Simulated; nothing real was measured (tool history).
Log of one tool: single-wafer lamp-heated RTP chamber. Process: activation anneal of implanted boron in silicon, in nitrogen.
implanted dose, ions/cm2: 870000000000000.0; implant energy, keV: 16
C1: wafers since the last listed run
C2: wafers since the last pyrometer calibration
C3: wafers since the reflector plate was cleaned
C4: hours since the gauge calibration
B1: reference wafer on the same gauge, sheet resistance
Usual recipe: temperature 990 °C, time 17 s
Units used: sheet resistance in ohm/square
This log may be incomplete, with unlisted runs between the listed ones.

{"run": 1, "hour": 0.0, "temperature": 990, "time": 17, "C1": 0, "C2": 56, "C3": 2236, "C4": 290.8, "B1": 156.04, "sheet resistance": 142.06}
{"run": 2, "hour": 47.0, "temperature": 990, "time": 17, "C1": 810, "C2": 866, "C3": 3047, "C4": 337.8, "B1": 155.74, "sheet resistance": 141.44}
{"run": 3, "hour": 78.5, "temperature": 990, "time": 17, "C1": 543, "C2": 1409, "C3": 3590, "C4": 369.3, "B1": 155.95, "sheet resistance": 141.49}
{"hour": 137.1, "done": "pyrometer window cleaned and pyrometer calibrated"}
{"run": 4, "hour": 138.9, "temperature": 990, "time": 17, "C1": 903, "C2": 31, "C3": 4493, "C4": 429.7, "B1": 155.86, "sheet resistance": 140.97}
{"run": 5, "hour": 170.9, "temperature": 990, "time": 17, "C1": 551, "C2": 583, "C3": 5045, "C4": 461.7, "B1": 155.98, "sheet resistance": 141.1}
{"run": 6, "hour": 204.1, "temperature": 990, "time": 22, "C1": 572, "C2": 1155, "C3": 5617, "C4": 494.9, "B1": 155.93, "sheet resistance": 139.55}
{"run": 7, "hour": 233.0, "temperature": 990, "time": 22, "C1": 498, "C2": 1653, "C3": 6116, "C4": 523.8, "B1": 155.89, "sheet resistance": 139.5}
{"hour": 264.5, "done": "pyrometer window cleaned and pyrometer calibrated"}
{"run": 8, "hour": 291.9, "temperature": 990, "time": 17, "C1": 877, "C2": 472, "C3": 6993, "C4": 582.7, "B1": 155.99, "sheet resistance": 140.57}
{"run": 9, "hour": 337.8, "temperature": 967, "time": 23, "C1": 791, "C2": 1263, "C3": 7785, "C4": 628.6, "B1": 156.1, "sheet resistance": 153.09}
{"hour": 351.7, "done": "reflector plate cleaned"}
{"hour": 387.9, "done": "pyrometer window cleaned and pyrometer calibrated"}
{"run": 10, "hour": 388.4, "temperature": 973, "time": 8, "C1": 596, "C2": 9, "C3": 494, "C4": 679.2, "B1": 155.89, "sheet resistance": 159.46}
{"hour": 407.1, "done": "gauge calibrated"}
{"run": 11, "hour": 443.1, "temperature": 964, "time": 17, "C1": 943, "C2": 952, "C3": 1437, "C4": 36, "B1": 155.79, "sheet resistance": 162.77}
{"run": 12, "hour": 488.8, "temperature": 990, "time": 17, "C1": 787, "C2": 1740, "C3": 2225, "C4": 81.7, "B1": 156.13, "sheet resistance": 141.59}

What does the tool deliver on the next run?
{"hour": 531.4, "done": "pyrometer window cleaned and pyrometer calibrated"}
{"run": 13, "hour": 665.7, "temperature": 1014, "time": 27, "C1": 2912, "C2": 2314, "C3": 5137, "C4": 258.6, "B1": "?", "sheet resistance": "?"}

B1: 155.77
sheet resistance: 133.59 ohm/square
If the tool had no hidden condition, the same run with the same run-to-run variation would have returned sheet resistance 133.92 ohm/square.
